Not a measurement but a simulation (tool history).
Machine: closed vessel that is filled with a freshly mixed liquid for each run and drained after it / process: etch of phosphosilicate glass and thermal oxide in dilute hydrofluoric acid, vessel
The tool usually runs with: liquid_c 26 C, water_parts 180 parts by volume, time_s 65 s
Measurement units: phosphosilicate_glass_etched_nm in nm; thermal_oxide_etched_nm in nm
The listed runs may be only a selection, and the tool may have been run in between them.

| run | hour | liquid_c | water_parts | time_s | read-back film thickness of the phosphosilicate glass reference wafer, read on the same gauge (nm) | read-back film thickness of the thermal oxide reference wafer, read on the same gauge (nm) | phosphosilicate_glass_etched_nm | thermal_oxide_etched_nm |
|---|---|---|---|---|---|---|---|---|
| 1 | 0 | 26 | 180 | 65 | 149.97 | 100.015 | 28.36 | 2.093 |
| 2 | 17.1 | 26 | 180 | 55 | 150 | 100.01 | 24.08 | 1.71 |
| 3 | 31.4 | 26 | 180 | 55 | 149.97 | 100.026 | 24.25 | 1.737 |
| 4 | 38.5 | 26 | 180 | 55 | 149.98 | 99.998 | 24.3 | 1.761 |
| 5 | 54.4 | 26 | 230 | 65 | 150.01 | 99.972 | 21.13 | 1.545 |
| 6 | 63.8 | 26 | 230 | 65 | 150.02 | 100.006 | 21.18 | 1.52 |
| 7 | 79.4 | 26 | 230 | 65 | 149.98 | 99.993 | 21.32 | 1.552 |
| 8 | 87.9 | 26 | 180 | 65 | 149.99 | 100.011 | 28.59 | 2.079 |
| 9 | 97.1 | 26 | 180 | 65 | 149.97 | 99.996 | 28.68 | 2.052 |
| 10 | 105.7 | 26 | 180 | 65 | 150 | 100 | 28.49 | 2.108 |
|  | 108.9 | gauge calibrated |
| 11 | 116.8 | 26 | 180 | 40 | 150 | 100.019 | 17.69 | 1.311 |
|  | 129.5 | hydrofluoric acid flow meter replaced |
| 12 | 169.5 | 26 | 180 | 40 | 150.01 | 100.027 | 15.43 | 1.13 |
| 13 | 183.9 | 26 | 180 | 65 | 149.98 | 100.006 | 25.08 | 1.828 |
| 14 | 196.4 | 30.5 | 180 | 65 | 150.02 | 99.996 | 29.5 | 2.113 |
| 15 | 205.1 | 26 | 180 | 75 | 150.01 | 99.986 | 28.96 | 2.11 |
| 16 | 223.1 | 30.5 | 110 | 80 | 150.03 | 100.012 | 65.1 | 4.66 |
|  | 224.6 | thermometer replaced |
| 17 | 233.4 | 30.5 | 245 | 90 | 149.98 | 100.011 | 27.7 | 1.957 |
| 18 | 243.7 | 26 | 180 | 40 | 150.01 | 99.99 | 15.51 | 1.12 |
| 19 | 253 | 23.5 | 245 | 35 | 150.02 | 100.039 | 8.47 | 0.604 |
| 20 | 261.2 | 29 | 100 | 90 | 150.03 | 99.996 | 77.09 | 5.637 |
| 21 | 271.7 | 28 | 180 | 65 | 150.02 | 100.029 | 26.99 | 2.007 |
| 22 | 281.6 | 21.5 | 105 | 75 | 150 | 100.01 | 45.56 | 3.234 |
| 23 | 294.9 | 26 | 180 | 65 | 149.99 | 100.005 | 25.23 | 1.789 |
|  | 301.3 | gauge calibrated |
| 24 | 307.8 | 22 | 230 | 80 | 149.96 | 99.993 | 19.96 | 1.436 |

Alternative continuations, all from the tool just after run 24; predict every row:
| A | 308.5 | 26 | 100 | 65 | ? | ? | ? | ? |
| B | 308.5 | 26 | 110 | 90 | ? | ? | ? | ? |
| C | 308.5 | 24.5 | 180 | 65 | ? | ? | ? | ? |
| D | 308.5 | 26 | 90 | 65 | ? | ? | ? | ? |

| run | read-back film thickness of the phosphosilicate glass reference wafer, read on the same gauge (nm) | read-back film thickness of the thermal oxide reference wafer, read on the same gauge (nm) | phosphosilicate_glass_etched_nm | thermal_oxide_etched_nm |
|---|---|---|---|---|
| A | 150.02 | 100.011 | 50.23 | 3.579 |
| B | 150.02 | 100.011 | 62.44 | 4.449 |
| C | 150.02 | 100.011 | 24 | 1.71 |
| D | 150.02 | 100.011 | 56.53 | 4.027 |
What these runs would have given with no unlogged condition in the tool:
| run | phosphosilicate_glass_etched_nm | thermal_oxide_etched_nm |
|---|---|---|
| A | 48.73 | 3.472 |
| B | 60.56 | 4.315 |
| C | 23.24 | 1.656 |
| D | 54.85 | 3.908 |
